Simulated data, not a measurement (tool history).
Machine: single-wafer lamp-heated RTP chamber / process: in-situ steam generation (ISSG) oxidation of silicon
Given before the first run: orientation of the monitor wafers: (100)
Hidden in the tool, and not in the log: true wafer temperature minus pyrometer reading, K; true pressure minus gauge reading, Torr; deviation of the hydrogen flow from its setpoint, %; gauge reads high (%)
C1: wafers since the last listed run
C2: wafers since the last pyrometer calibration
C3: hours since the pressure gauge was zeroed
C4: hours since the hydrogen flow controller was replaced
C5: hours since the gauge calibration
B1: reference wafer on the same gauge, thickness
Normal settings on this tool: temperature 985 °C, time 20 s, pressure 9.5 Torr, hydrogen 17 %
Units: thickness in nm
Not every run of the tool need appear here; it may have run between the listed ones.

run 1 hour=0 | temperature=985 time=20 pressure=9.5 hydrogen=17 | C1=0 C2=2257 C3=3117.9 C4=837.1 C5=528.6 | B1=5.515 | thickness=5.013
run 2 hour=72.5 | temperature=985 time=20 pressure=9.5 hydrogen=17 | C1=950 C2=3208 C3=3190.4 C4=909.6 C5=601.1 | B1=5.525 | thickness=5.021
run 3 hour=123.1 | temperature=985 time=20 pressure=9.5 hydrogen=17 | C1=663 C2=3871 C3=3241 C4=960.2 C5=651.7 | B1=5.52 | thickness=5.01
run 4 hour=159.7 | temperature=985 time=20 pressure=9.5 hydrogen=17 | C1=479 C2=4351 C3=3277.6 C4=996.8 C5=688.3 | B1=5.523 | thickness=5.029
run 5 hour=263.2 | temperature=985 time=20 pressure=9.5 hydrogen=17 | C1=1356 C2=5708 C3=3381.1 C4=1100.3 C5=791.8 | B1=5.52 | thickness=5.008
run 6 hour=368.8 | temperature=985 time=20 pressure=9.5 hydrogen=17 | C1=1384 C2=7092 C3=3486.7 C4=1205.9 C5=897.4 | B1=5.517 | thickness=5.107
-- hour=380 pyrometer window cleaned and pyrometer calibrated
run 7 hour=414.7 | temperature=985 time=20 pressure=9.5 hydrogen=17 | C1=496 C2=454 C3=3532.6 C4=1251.8 C5=943.3 | B1=5.517 | thickness=4.949
run 8 hour=489.6 | temperature=985 time=20 pressure=9.5 hydrogen=17 | C1=981 C2=1436 C3=3607.5 C4=1326.7 C5=1018.2 | B1=5.523 | thickness=4.939
run 9 hour=545.4 | temperature=985 time=20 pressure=9.5 hydrogen=17 | C1=731 C2=2167 C3=3663.3 C4=1382.5 C5=1074 | B1=5.522 | thickness=4.978
run 10 hour=581.9 | temperature=985 time=20 pressure=9.5 hydrogen=17 | C1=478 C2=2646 C3=3699.8 C4=1419 C5=1110.5 | B1=5.52 | thickness=4.968
run 11 hour=808.8 | temperature=985 time=20 pressure=9.5 hydrogen=17 | C1=2974 C2=5620 C3=3926.7 C4=1645.9 C5=1337.4 | B1=5.516 | thickness=5.032
run 12 hour=913.6 | temperature=985 time=20 pressure=9.5 hydrogen=17 | C1=1373 C2=6994 C3=4031.5 C4=1750.7 C5=1442.2 | B1=5.517 | thickness=5.058
-- hour=960.9 hydrogen flow controller replaced
-- hour=964.5 pyrometer window cleaned and pyrometer calibrated
run 13 hour=1173.3 | temperature=985 time=20 pressure=9.5 hydrogen=17 | C1=3252 C2=2736 C3=4291.2 C4=212.4 C5=1701.9 | B1=5.516 | thickness=4.992
run 14 hour=1212.7 | temperature=985 time=20 pressure=10 hydrogen=17 | C1=516 C2=3253 C3=4330.6 C4=251.8 C5=1741.3 | B1=5.52 | thickness=4.95
run 15 hour=1263.4 | temperature=985 time=20 pressure=9.5 hydrogen=17 | C1=664 C2=3918 C3=4381.3 C4=302.5 C5=1792 | B1=5.527 | thickness=5.003
-- hour=1480 pyrometer window cleaned and pyrometer calibrated
-- hour=1488.3 gauge calibrated
run 16 hour=1526.7 | temperature=969 time=20 pressure=10 hydrogen=25 | C1=3346 C2=611 C3=4644.6 C4=565.8 C5=38.4 | B1=5.513 | thickness=5.041

Forecast run 17:
run 17 hour=1563.6 | temperature=1004 time=14 pressure=9.5 hydrogen=17 | C1=483 C2=1095 C3=4681.5 C4=602.7 C5=75.3 | B1=? | thickness=?

{"run 17": {"B1": 5.519, "thickness": 4.497}}
Without the tool's hidden state the same run would have given thickness 4.476 nm.
